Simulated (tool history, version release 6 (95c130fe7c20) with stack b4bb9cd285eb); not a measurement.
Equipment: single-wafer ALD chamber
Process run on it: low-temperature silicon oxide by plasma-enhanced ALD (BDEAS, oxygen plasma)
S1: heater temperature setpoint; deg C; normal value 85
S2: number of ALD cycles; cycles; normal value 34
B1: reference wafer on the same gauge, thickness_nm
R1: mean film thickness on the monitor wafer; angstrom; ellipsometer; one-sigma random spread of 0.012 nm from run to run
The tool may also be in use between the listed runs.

Run 1, hour 0: usual settings; B1 4.014. Result: R1 47.02 angstrom.
Run 2, hour 10.1: usual settings; B1 4.017. Result: R1 46.86 angstrom.
Run 3, hour 26.1: usual settings; B1 4.01. Result: R1 46.83 angstrom.
Run 4, hour 38: usual settings; B1 4.007. Result: R1 46.75 angstrom.
Run 5, hour 51.4: usual settings; B1 4.009. Result: R1 46.74 angstrom.
Run 6, hour 68.2: usual settings but S1 78 deg C; B1 4. Result: R1 47.83 angstrom.
Run 7, hour 77.2: usual settings but S1 78 deg C; B1 4. Result: R1 47.7 angstrom.
Run 8, hour 94.7: usual settings but S1 78 deg C; B1 4.001. Result: R1 47.49 angstrom.
Run 9, hour 103.6: usual settings but S1 79 deg C; B1 3.997. Result: R1 47.56 angstrom.
Run 10, hour 110.4: usual settings but S1 79 deg C; B1 3.999. Result: R1 47.56 angstrom.
Run 11, hour 120.8: usual settings but S2 36 cycles; B1 4. Result: R1 49.64 angstrom.
Run 12, hour 133.2: usual settings but S2 36 cycles; B1 3.995. Result: R1 49.32 angstrom.
At hour 135.1: gauge calibrated.
Run 13, hour 140.1: usual settings; B1 4.028. Result: R1 47.05 angstrom.
Run 14, hour 152.6: usual settings; B1 4.021. Result: R1 46.88 angstrom.
At hour 173.2: thermocouple changed; heater temperature recalibrated.
Run 15, hour 173.7: usual settings; B1 4.02. Result: R1 47.02 angstrom.
Run 16, hour 181.8: usual settings; B1 4.018. Result: R1 47.06 angstrom.
Run 17, hour 200.6: usual settings; B1 4.014. Result: R1 46.78 angstrom.
Run 18, hour 209.1: usual settings but S1 93 deg C, S2 31 cycles; B1 4.017. Result: R1 41.59 angstrom.
Run 19, hour 216.5: usual settings but S1 71 deg C, S2 28 cycles; B1 4.014. Result: R1 40.03 angstrom.
Run 20, hour 226.2: usual settings; B1 4.012. Result: R1 47.02 angstrom.
Run 21, hour 234.1: usual settings but S1 97 deg C, S2 30 cycles; B1 4.013. Result: R1 40.03 angstrom.
Run 22, hour 249.5: usual settings but S1 81 deg C, S2 29 cycles; B1 4.009. Result: R1 40.53 angstrom.
Run 23, hour 263.3: usual settings; B1 4.008. Result: R1 46.77 angstrom.
Run 24, hour 279.7: usual settings but S1 96 deg C, S2 28 cycles; B1 4.001. Result: R1 37.14 angstrom.
Run 25, hour 288.9: usual settings but S1 93 deg C, S2 30 cycles; B1 4.002. Result: R1 40.16 angstrom.
Run 26, hour 296.4: usual settings but S1 71 deg C, S2 40 cycles; B1 4.003. Result: R1 57.3 angstrom.
Run 27, hour 308.3: usual settings but S1 99 deg C; B1 3.998. Result: R1 44.68 angstrom.
Run 28, hour 320: usual settings but S1 98 deg C, S2 32 cycles; B1 3.997. Result: R1 42.11 angstrom.
Run 29, hour 328: usual settings; B1 3.995. Result: R1 46.58 angstrom.
At hour 330.4: gauge calibrated.
Run 30, hour 336.8: usual settings but S2 39 cycles; B1 4.029. Result: R1 53.87 angstrom.
Run 31, hour 351.2: usual settings but S1 96 deg C, S2 31 cycles; B1 4.026. Result: R1 41.28 angstrom.
Run 32, hour 363.8: usual settings but S2 36 cycles; B1 4.022. Result: R1 49.75 angstrom.
Run 33, hour 379.1: usual settings but S2 30 cycles; B1 4.019. Result: R1 41.32 angstrom.
Run 34, hour 394.7: usual settings but S1 94 deg C; B1 4.019. Result: R1 45.63 angstrom.

What the log doesn't show, run by run:
wafer temperature above the value expected at the setpoint (K): 0 in every run
H1: gauge reads high (%)
run       H1
  1   -0.374
  2   -0.414
  3   -0.478
  4   -0.526
  5   -0.579
  6   -0.646
  7   -0.682
  8   -0.752
  9   -0.788
 10   -0.815
 11   -0.857
 12   -0.906
 13  -0.0958
 14   -0.146
 15    -0.23
 16   -0.263
 17   -0.338
 18   -0.372
 19   -0.401
 20    -0.44
 21   -0.472
 22   -0.533
 23   -0.589
 24   -0.654
 25   -0.691
 26   -0.721
 27   -0.769
 28   -0.815
 29   -0.847
 30  -0.0698
 31   -0.127
 32   -0.178
 33   -0.239
 34   -0.301
